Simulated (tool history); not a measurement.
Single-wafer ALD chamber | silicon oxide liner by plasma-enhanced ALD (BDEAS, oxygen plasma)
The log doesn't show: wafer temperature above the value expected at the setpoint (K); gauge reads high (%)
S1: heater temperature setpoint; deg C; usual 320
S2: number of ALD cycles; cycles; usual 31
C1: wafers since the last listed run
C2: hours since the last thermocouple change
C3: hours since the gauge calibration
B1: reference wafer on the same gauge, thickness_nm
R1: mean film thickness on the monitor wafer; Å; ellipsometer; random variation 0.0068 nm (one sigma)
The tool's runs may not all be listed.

run    hour   S1  S2    C1      C2      C3     B1     R1
  1     0.0  330  28     0  1771.9   689.7  2.250  24.37
  2    38.6  330  28   368  1810.5   728.3  2.249  24.31
  3    85.6  330  28   448  1857.5   775.3  2.249  24.35
  4   186.2  320  31   959  1958.1   875.9  2.250  27.46
  5   252.3  320  31   630  2024.2   942.0  2.251  27.32
  6   296.6  320  31   422  2068.5   986.3  2.250  27.25
  7   351.9  310  26   527  2123.8  1041.6  2.251  23.40
  8   451.1  310  26   946  2223.0  1140.8  2.250  23.25
  9   536.1  310  26   810  2308.0  1225.8  2.250  23.15
 10   622.1  320  31   820  2394.0  1311.8  2.251  27.29
      649.0  -- thermocouple changed; heater temperature recalibrated
 11   716.0  320  31   819    67.0  1405.7  2.251  27.35
      733.1  -- gauge calibrated
 12   814.8  320  31   942   165.8    81.7  2.250  27.45
 13   862.2  320  31   452   213.2   129.1  2.251  27.40
 14   964.8  325  27   978   315.8   231.7  2.249  23.69
 15  1044.3  320  31   758   395.3   311.2  2.251  27.33
 16  1132.3  324  27   839   483.3   399.2  2.251  23.58
 17  1173.7  311  31   394   524.7   440.6  2.250  27.68
 18  1279.2  310  35  1006   630.2   546.1  2.250  31.24
 19  1350.7  333  35   682   701.7   617.6  2.248  30.20
 20  1400.5  312  34   475   751.5   667.4  2.250  30.49
 21  1490.3  326  26   856   841.3   757.2  2.249  22.82
 22  1549.7  329  35   566   900.7   816.6  2.251  30.49
 23  1635.0  320  31   813   986.0   901.9  2.249  27.47
 24  1707.5  324  33   691  1058.5   974.4  2.252  28.87
 25  1763.7  306  26   536  1114.7  1030.6  2.249  23.31
 26  1853.0  331  33   851  1204.0  1119.9  2.251  28.49

Hidden state at the last listed run before each entry between runs and at the first one after, where it differs:
Between runs 10 and 11: thermocouple changed; heater temperature recalibrated (hour 649.0)
  no hidden state differs between the two runs
Between runs 11 and 12: gauge calibrated (hour 733.1)
  no hidden state differs between the two runs
